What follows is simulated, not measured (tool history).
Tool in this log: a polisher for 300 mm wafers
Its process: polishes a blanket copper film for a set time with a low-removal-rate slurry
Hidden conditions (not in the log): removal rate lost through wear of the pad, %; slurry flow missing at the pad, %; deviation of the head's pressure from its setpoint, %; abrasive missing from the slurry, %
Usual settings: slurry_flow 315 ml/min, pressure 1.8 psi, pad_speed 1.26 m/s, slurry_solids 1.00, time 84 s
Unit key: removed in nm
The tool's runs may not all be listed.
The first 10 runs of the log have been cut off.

run	hour	slurry_flow	pressure	pad_speed	slurry_solids	time	wafers since the last listed run	wafers polished on this pad	hours since the slurry nozzle was cleaned	hours since the head pressure was calibrated	hours since the slurry blender was calibrated	incoming thickness of the incoming film, nm	removed
11	451.9	400	2.3	1.40	0.75	84	409	3905	445.8	513.5	475.3	787.9	196.7
# hour 470.0: slurry blender recalibrated
12	480.2	255	1.8	1.26	1.00	84	238	4144	474.1	541.8	10.2	787.9	161.7
# hour 517.3: head pressure recalibrated
# hour 525.9: slurry nozzle cleaned
# hour 532.4: worn pad replaced by a new one
13	543.6	245	1.8	0.94	1.00	84	512	101	17.7	26.3	73.6	781.0	121.4
14	596.4	350	1.4	1.46	1.00	84	479	581	70.5	79.1	126.4	781.1	168.5
15	636.4	315	1.2	1.56	1.00	84	363	944	110.5	119.1	166.4	776.4	163.4
16	668.5	315	1.8	1.26	1.00	93	291	1235	142.6	151.2	198.5	794.2	186.5
17	716.9	265	1.8	1.26	1.00	98	439	1675	191.0	199.6	246.9	782.2	188.1
18	873.7	315	1.5	1.26	0.80	84	1424	3099	347.8	356.4	403.7	793.2	135.3
# hour 909.4: slurry blender recalibrated
# hour 971.2: worn pad replaced by a new one
19	988.5	315	1.8	1.26	1.00	109	988	156	462.6	471.2	79.1	782.2	217.6
# hour 1050.1: slurry nozzle cleaned
20	1050.6	280	1.3	1.26	1.00	68	555	711	0.5	533.3	141.2	785.6	112.1
# hour 1138.7: head pressure recalibrated
21	1202.2	360	1.2	1.26	1.20	92	1358	2070	152.1	63.5	292.8	783.5	156.0
22	1233.5	315	1.6	1.60	1.25	84	284	2355	183.4	94.8	324.1	789.3	210.9
23	1301.8	315	2.3	1.26	1.15	103	620	2975	251.7	163.1	392.4	784.6	244.7
24	1340.0	315	1.2	1.26	1.00	69	347	3322	289.9	201.3	430.6	797.4	109.8
# hour 1355.7: slurry blender recalibrated
25	1395.8	230	1.8	1.06	1.30	84	488	3811	345.7	257.1	40.1	791.8	146.7
26	1451.3	315	1.8	1.26	1.00	84	504	4315	401.2	312.6	95.6	795.3	166.7
# hour 1467.1: worn pad replaced by a new one
27	1476.4	315	1.8	1.26	1.00	84	191	84	426.3	337.7	120.7	779.7	169.5
28	1524.9	410	1.8	0.90	1.00	84	440	524	474.8	386.2	169.2	796.3	123.1
# hour 1602.3: slurry nozzle cleaned
29	1653.3	345	1.3	1.26	1.00	84	1157	1682	51.0	514.6	297.6	802.7	137.5
30	1724.1	315	1.8	1.26	1.00	84	643	2325	121.8	585.4	368.4	781.3	170.0

Below are 4 alternative next runs, each starting from the tool's condition after run 30. Predict each:
A	1724.6	315	1.8	1.26	1.00	84	4	2329	122.3	585.9	368.9	785.1	?
B	1724.6	235	1.8	1.26	1.00	103	4	2329	122.3	585.9	368.9	785.1	?
C	1724.6	405	1.6	1.00	1.00	100	4	2329	122.3	585.9	368.9	785.1	?
D	1724.6	245	1.8	1.26	1.00	69	4	2329	122.3	585.9	368.9	785.1	?

run	removed
A	165.1
B	195.9
C	148.6
D	132.0
Without the tool's hidden state the same runs would have given:
run	removed
A	165.1
B	195.9
C	148.6
D	132.0
